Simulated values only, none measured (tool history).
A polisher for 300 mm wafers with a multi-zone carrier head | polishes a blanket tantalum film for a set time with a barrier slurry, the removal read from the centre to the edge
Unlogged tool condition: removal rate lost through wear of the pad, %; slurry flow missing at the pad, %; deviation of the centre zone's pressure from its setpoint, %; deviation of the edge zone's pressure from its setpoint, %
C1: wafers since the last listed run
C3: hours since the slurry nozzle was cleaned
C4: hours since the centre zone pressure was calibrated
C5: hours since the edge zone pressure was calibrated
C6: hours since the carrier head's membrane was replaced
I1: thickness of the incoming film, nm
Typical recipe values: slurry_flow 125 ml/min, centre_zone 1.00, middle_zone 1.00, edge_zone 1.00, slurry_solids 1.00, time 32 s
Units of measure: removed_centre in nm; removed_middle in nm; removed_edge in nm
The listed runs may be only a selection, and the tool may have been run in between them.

{"run": 1, "day": 0.0, "slurry_flow": 95, "centre_zone": 1.0, "middle_zone": 1.0, "edge_zone": 1.09, "slurry_solids": 1.0, "time": 28, "C1": 0, "wafers polished on this pad": 2575, "C3": 260.4, "C4": 400.0, "C5": 521.4, "C6": 924.3, "I1": 395.6, "removed_centre": 16.5, "removed_middle": 18.4, "removed_edge": 23.4}
{"run": 2, "day": 1.738, "slurry_flow": 125, "centre_zone": 1.0, "middle_zone": 1.0, "edge_zone": 1.0, "slurry_solids": 1.0, "time": 32, "C1": 462, "wafers polished on this pad": 3038, "C3": 302.1, "C4": 441.7, "C5": 563.1, "C6": 966.0, "I1": 392.6, "removed_centre": 26.5, "removed_middle": 27.7, "removed_edge": 29.9}
{"run": 3, "day": 3.388, "slurry_flow": 125, "centre_zone": 1.0, "middle_zone": 1.0, "edge_zone": 0.92, "slurry_solids": 1.0, "time": 32, "C1": 439, "wafers polished on this pad": 3477, "C3": 341.7, "C4": 481.3, "C5": 602.7, "C6": 1005.6, "I1": 401.5, "removed_centre": 26.1, "removed_middle": 27.5, "removed_edge": 28.8}
{"day": 5.0, "done": "carrier head's membrane replaced by a new one"}
{"day": 5.275, "done": "slurry nozzle cleaned"}
{"run": 4, "day": 5.621, "slurry_flow": 125, "centre_zone": 0.9, "middle_zone": 1.1, "edge_zone": 1.0, "slurry_solids": 1.0, "time": 32, "C1": 528, "wafers polished on this pad": 4006, "C3": 8.3, "C4": 534.9, "C5": 656.3, "C6": 14.9, "I1": 397.7, "removed_centre": 32.2, "removed_middle": 37.8, "removed_edge": 35.5}
{"day": 6.038, "done": "worn pad replaced by a new one"}
{"run": 5, "day": 8.429, "slurry_flow": 125, "centre_zone": 1.11, "middle_zone": 1.0, "edge_zone": 1.0, "slurry_solids": 1.0, "time": 32, "C1": 703, "wafers polished on this pad": 636, "C3": 75.7, "C4": 602.3, "C5": 723.7, "C6": 82.3, "I1": 403.1, "removed_centre": 37.2, "removed_middle": 34.1, "removed_edge": 34.0}
{"day": 10.704, "done": "centre zone pressure recalibrated"}
{"run": 6, "day": 10.725, "slurry_flow": 80, "centre_zone": 1.1, "middle_zone": 0.95, "edge_zone": 1.0, "slurry_solids": 0.85, "time": 32, "C1": 589, "wafers polished on this pad": 1225, "C3": 130.8, "C4": 0.5, "C5": 778.8, "C6": 137.4, "I1": 404.5, "removed_centre": 18.0, "removed_middle": 18.3, "removed_edge": 24.0}
{"run": 7, "day": 13.125, "slurry_flow": 125, "centre_zone": 1.0, "middle_zone": 1.0, "edge_zone": 1.0, "slurry_solids": 1.0, "time": 32, "C1": 639, "wafers polished on this pad": 1865, "C3": 188.4, "C4": 58.1, "C5": 836.4, "C6": 195.0, "I1": 399.3, "removed_centre": 29.9, "removed_middle": 31.5, "removed_edge": 31.6}
{"run": 8, "day": 15.0, "slurry_flow": 125, "centre_zone": 1.0, "middle_zone": 1.0, "edge_zone": 1.0, "slurry_solids": 1.0, "time": 32, "C1": 499, "wafers polished on this pad": 2364, "C3": 233.4, "C4": 103.1, "C5": 881.4, "C6": 240.0, "I1": 394.4, "removed_centre": 28.8, "removed_middle": 30.3, "removed_edge": 31.8}
{"run": 9, "day": 17.475, "slurry_flow": 125, "centre_zone": 1.0, "middle_zone": 0.92, "edge_zone": 1.0, "slurry_solids": 1.0, "time": 32, "C1": 659, "wafers polished on this pad": 3023, "C3": 292.8, "C4": 162.5, "C5": 940.8, "C6": 299.4, "I1": 394.1, "removed_centre": 27.7, "removed_middle": 27.3, "removed_edge": 30.9}
{"run": 10, "day": 18.958, "slurry_flow": 125, "centre_zone": 1.0, "middle_zone": 1.0, "edge_zone": 1.0, "slurry_solids": 1.0, "time": 32, "C1": 395, "wafers polished on this pad": 3418, "C3": 328.4, "C4": 198.1, "C5": 976.4, "C6": 335.0, "I1": 398.9, "removed_centre": 27.3, "removed_middle": 28.7, "removed_edge": 30.8}
{"run": 11, "day": 19.962, "slurry_flow": 125, "centre_zone": 1.0, "middle_zone": 1.0, "edge_zone": 1.0, "slurry_solids": 1.0, "time": 32, "C1": 267, "wafers polished on this pad": 3685, "C3": 352.5, "C4": 222.2, "C5": 1000.5, "C6": 359.1, "I1": 402.1, "removed_centre": 27.8, "removed_middle": 28.6, "removed_edge": 30.6}
{"day": 20.575, "done": "edge zone pressure recalibrated"}
{"run": 12, "day": 21.817, "slurry_flow": 125, "centre_zone": 1.1, "middle_zone": 1.0, "edge_zone": 1.0, "slurry_solids": 1.0, "time": 32, "C1": 471, "wafers polished on this pad": 4157, "C3": 397.0, "C4": 266.7, "C5": 29.8, "C6": 403.6, "I1": 395.9, "removed_centre": 29.8, "removed_middle": 28.0, "removed_edge": 30.3}
{"day": 22.35, "done": "worn pad replaced by a new one"}
{"run": 13, "day": 23.117, "slurry_flow": 125, "centre_zone": 1.0, "middle_zone": 1.0, "edge_zone": 0.9, "slurry_solids": 1.0, "time": 32, "C1": 301, "wafers polished on this pad": 204, "C3": 428.2, "C4": 297.9, "C5": 61.0, "C6": 434.8, "I1": 397.3, "removed_centre": 26.6, "removed_middle": 27.7, "removed_edge": 29.2}
{"run": 14, "day": 24.258, "slurry_flow": 125, "centre_zone": 0.9, "middle_zone": 1.0, "edge_zone": 1.0, "slurry_solids": 0.8, "time": 24, "C1": 304, "wafers polished on this pad": 508, "C3": 455.6, "C4": 325.3, "C5": 88.4, "C6": 462.2, "I1": 398.3, "removed_centre": 16.9, "removed_middle": 20.0, "removed_edge": 21.8}
{"day": 25.2, "done": "slurry nozzle cleaned"}
{"run": 15, "day": 25.896, "slurry_flow": 125, "centre_zone": 1.0, "middle_zone": 1.0, "edge_zone": 1.0, "slurry_solids": 1.0, "time": 32, "C1": 424, "wafers polished on this pad": 933, "C3": 16.7, "C4": 364.6, "C5": 127.7, "C6": 501.5, "I1": 400.0, "removed_centre": 35.1, "removed_middle": 35.1, "removed_edge": 35.3}
{"run": 16, "day": 28.417, "slurry_flow": 125, "centre_zone": 0.92, "middle_zone": 1.0, "edge_zone": 1.0, "slurry_solids": 1.0, "time": 32, "C1": 671, "wafers polished on this pad": 1604, "C3": 77.2, "C4": 425.1, "C5": 188.2, "C6": 562.0, "I1": 407.4, "removed_centre": 29.9, "removed_middle": 33.8, "removed_edge": 33.7}
{"run": 17, "day": 30.254, "slurry_flow": 125, "centre_zone": 1.0, "middle_zone": 1.0, "edge_zone": 1.0, "slurry_solids": 1.0, "time": 32, "C1": 489, "wafers polished on this pad": 2094, "C3": 121.3, "C4": 469.2, "C5": 232.3, "C6": 606.1, "I1": 401.2, "removed_centre": 32.1, "removed_middle": 32.1, "removed_edge": 33.1}
{"run": 18, "day": 32.779, "slurry_flow": 125, "centre_zone": 0.91, "middle_zone": 1.0, "edge_zone": 1.0, "slurry_solids": 0.85, "time": 32, "C1": 672, "wafers polished on this pad": 2766, "C3": 181.9, "C4": 529.8, "C5": 292.9, "C6": 666.7, "I1": 402.5, "removed_centre": 26.3, "removed_middle": 29.7, "removed_edge": 31.5}
{"run": 19, "day": 34.167, "slurry_flow": 125, "centre_zone": 1.0, "middle_zone": 1.0, "edge_zone": 0.89, "slurry_solids": 1.0, "time": 25, "C1": 369, "wafers polished on this pad": 3135, "C3": 215.2, "C4": 563.1, "C5": 326.2, "C6": 700.0, "I1": 403.6, "removed_centre": 22.9, "removed_middle": 23.7, "removed_edge": 23.1}
{"run": 20, "day": 35.892, "slurry_flow": 125, "centre_zone": 1.0, "middle_zone": 1.0, "edge_zone": 1.0, "slurry_solids": 1.0, "time": 32, "C1": 459, "wafers polished on this pad": 3595, "C3": 256.6, "C4": 604.5, "C5": 367.6, "C6": 741.4, "I1": 402.8, "removed_centre": 28.5, "removed_middle": 29.7, "removed_edge": 30.9}
{"run": 21, "day": 37.621, "slurry_flow": 125, "centre_zone": 1.06, "middle_zone": 1.07, "edge_zone": 1.03, "slurry_solids": 1.0, "time": 23, "C1": 460, "wafers polished on this pad": 4055, "C3": 298.1, "C4": 646.0, "C5": 409.1, "C6": 782.9, "I1": 402.7, "removed_centre": 21.1, "removed_middle": 21.8, "removed_edge": 22.4}

Some steps in removed_centre, run to run, broken into two amounts with sign: the step expected even without the hidden condition (settings, incoming material, random variation), and the rest, left for the hidden condition together with whatever gauge scatter is not in both the measured and the hidden-condition-free result:
Run 3 -> 4: centre_zone 1.00 -> 0.90, middle_zone 1.00 -> 1.10, edge_zone 0.92 -> 1.00, carrier head's membrane replaced by a new one, slurry nozzle cleaned. removed_centre +6.1 nm: hidden state +9.7, all else -3.6.
Run 5 -> 6: slurry_flow 125 -> 80, centre_zone 1.11 -> 1.10, middle_zone 1.00 -> 0.95, slurry_solids 1.00 -> 0.85, centre zone pressure recalibrated. removed_centre -19.2 nm: hidden state -4.5, all else -14.7.
Run 14 -> 15: centre_zone 0.90 -> 1.00, slurry_solids 0.80 -> 1.00, time 24 -> 32, slurry nozzle cleaned. removed_centre +18.2 nm: hidden state +5.0, all else +13.2.
